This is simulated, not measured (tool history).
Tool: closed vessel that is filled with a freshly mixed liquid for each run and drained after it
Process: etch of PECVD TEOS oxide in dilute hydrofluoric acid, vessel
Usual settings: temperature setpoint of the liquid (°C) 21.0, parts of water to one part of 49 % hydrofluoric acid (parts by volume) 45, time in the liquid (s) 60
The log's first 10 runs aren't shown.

run,day,temperature setpoint of the liquid (°C),parts of water to one part of 49 % hydrofluoric acid (parts by volume),time in the liquid (s),"read-back film thickness of the PECVD TEOS oxide reference wafer, read on the same gauge (nm)",thickness taken off the PECVD TEOS oxide on a monitor wafer (angstrom)
# day 29.529: thermometer replaced
11,30.017,21.0,45,60,106.73,372.5
12,31.629,21.0,45,60,106.65,373.2
# day 35.250: gauge calibrated
13,35.675,21.0,45,60,110.23,387.3
14,39.604,21.0,45,60,110.24,385.2
15,42.996,21.0,45,60,110.19,387.5
16,46.638,19.0,60,90,110.17,394.3
17,48.254,17.0,50,45,110.14,216.0
18,50.188,21.0,45,45,110.15,289.5
19,52.296,21.0,45,30,110.12,194.3
20,55.179,18.5,50,90,110.10,470.0
21,59.308,21.0,25,60,110.05,716.3
22,62.683,21.0,45,60,109.97,380.7
# day 63.021: hydrofluoric acid flow meter replaced
23,66.188,17.5,35,35,109.93,250.7
# day 66.521: thermometer replaced
24,77.200,24.5,60,30,109.72,163.7
25,79.650,21.0,45,60,109.61,380.7
26,83.417,24.0,45,60,109.51,435.6
27,85.158,21.0,45,60,109.49,382.1
28,91.475,19.5,45,50,109.28,301.1
29,94.338,21.0,35,45,109.17,373.2

Forecast run 30:
30,98.479,19.0,60,90,?,?

read-back film thickness of the PECVD TEOS oxide reference wafer, read on the same gauge (nm): 109.05
thickness taken off the PECVD TEOS oxide on a monitor wafer (angstrom): 385.6
Without the tool's hidden state the same run would have given thickness taken off the PECVD TEOS oxide on a monitor wafer (angstrom) 389.0.
